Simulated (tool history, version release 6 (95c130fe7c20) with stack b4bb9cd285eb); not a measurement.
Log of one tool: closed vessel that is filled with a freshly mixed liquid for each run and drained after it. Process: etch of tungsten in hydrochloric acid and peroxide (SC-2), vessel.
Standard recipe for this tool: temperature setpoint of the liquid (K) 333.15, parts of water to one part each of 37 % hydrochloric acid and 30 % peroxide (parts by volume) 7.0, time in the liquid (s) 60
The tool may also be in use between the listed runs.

run    hour  temperature setpoint of the liquid (K)  parts of water to one part each of 37 % hydrochloric acid and 30 % peroxide (parts by volume)  time in the liquid (s)  read-back film thickness of the tungsten reference wafer, read on the same gauge (nm)  thickness taken off the tungsten on a monitor wafer (nm)
  1     0.0                                  333.15                                                                                            7.0                      75                                                                                 140.01                                                     39.19
       14.7  -- thermometer replaced
  2    39.9                                  333.15                                                                                            7.0                      75                                                                                 139.99                                                     39.32
  3   109.4                                  333.15                                                                                            7.0                      60                                                                                 139.99                                                     31.36
  4   204.1                                  333.15                                                                                            7.0                      60                                                                                 139.99                                                     30.90
  5   272.1                                  333.15                                                                                            7.0                      60                                                                                 140.00                                                     30.95
  6   312.1                                  333.15                                                                                            7.0                      60                                                                                 139.98                                                     30.93
      328.4  -- gauge calibrated
      335.4  -- chemicals flow meter replaced
  7   415.6                                  333.15                                                                                            7.0                      40                                                                                 140.01                                                     20.57
      478.9  -- new drum of peroxide connected
  8   484.8                                  333.15                                                                                            7.0                      40                                                                                 140.00                                                     22.09
  9   547.6                                  333.15                                                                                            7.0                      60                                                                                 140.02                                                     32.35
 10   641.8                                  333.15                                                                                            7.0                      60                                                                                 140.00                                                     32.55
 11   696.9                                  333.15                                                                                            7.0                      60                                                                                 139.99                                                     32.63
 12   734.6                                  333.15                                                                                            7.0                      60                                                                                 140.00                                                     32.05
 13   816.3                                  333.15                                                                                            7.0                      70                                                                                 139.97                                                     37.95
 14   905.1                                  333.15                                                                                            7.0                      60                                                                                 140.01                                                     32.09
      943.9  -- chemicals flow meter replaced
 15   957.7                                  337.65                                                                                            7.0                      60                                                                                 140.04                                                     42.64
 16  1035.4                                  330.15                                                                                            8.0                      30                                                                                 140.01                                                     11.91
     1062.6  -- thermometer replaced
 17  1076.9                                  328.15                                                                                            7.0                      60                                                                                 140.01                                                     23.17
 18  1175.7                                  333.15                                                                                            5.0                      60                                                                                 139.99                                                     40.97
 19  1214.8                                  333.15                                                                                            7.0                      35                                                                                 140.02                                                     18.52
 20  1280.5                                  333.15                                                                                            7.0                      60                                                                                 139.97                                                     31.83
 21  1360.8                                  333.15                                                                                            4.5                      60                                                                                 140.01                                                     44.05
 22  1430.4                                  333.15                                                                                            7.0                      60                                                                                 140.00                                                     31.46
 23  1483.8                                  330.15                                                                                            4.5                      60                                                                                 140.01                                                     36.12
     1533.3  -- chemicals flow meter replaced
 24  1583.1                                  342.65                                                                                            9.0                      60                                                                                 140.01                                                     45.77
 25  1630.0                                  333.15                                                                                            7.0                      60                                                                                 139.98                                                     30.86
 26  1726.4                                  338.15                                                                                            9.0                      60                                                                                 139.99                                                     34.23
 27  1826.2                                  333.15                                                                                            7.0                      60                                                                                 140.01                                                     30.59
 28  1873.6                                  333.15                                                                                            7.0                      60                                                                                 140.01                                                     30.61
 29  1912.1                                  333.15                                                                                            7.0                      60                                                                                 139.99                                                     30.34
 30  1951.2                                  333.15                                                                                            4.0                      60                                                                                 139.98                                                     46.31
 31  1996.6                                  333.15                                                                                            7.0                      60                                                                                 140.03                                                     30.83

What if the next run were any one of these 3? Each begins from the tool's condition after run 31:
  A  1997.3                                  333.15                                                                                            7.0                      60                                                                                      ?                                                         ?
  B  1997.3                                  336.15                                                                                            6.0                      60                                                                                      ?                                                         ?
  C  1997.3                                  328.15                                                                                            4.0                      50                                                                                      ?                                                         ?

run  read-back film thickness of the tungsten reference wafer, read on the same gauge (nm)  thickness taken off the tungsten on a monitor wafer (nm)
  A                                                                                 140.03                                                     30.34
  B                                                                                 140.03                                                     41.18
  C                                                                                 140.03                                                     27.71
With the hidden condition removed and each run's random variation left untouched, the same runs would have given:
run  thickness taken off the tungsten on a monitor wafer (nm)
  A                                                     32.77
  B                                                     44.43
  C                                                     29.80

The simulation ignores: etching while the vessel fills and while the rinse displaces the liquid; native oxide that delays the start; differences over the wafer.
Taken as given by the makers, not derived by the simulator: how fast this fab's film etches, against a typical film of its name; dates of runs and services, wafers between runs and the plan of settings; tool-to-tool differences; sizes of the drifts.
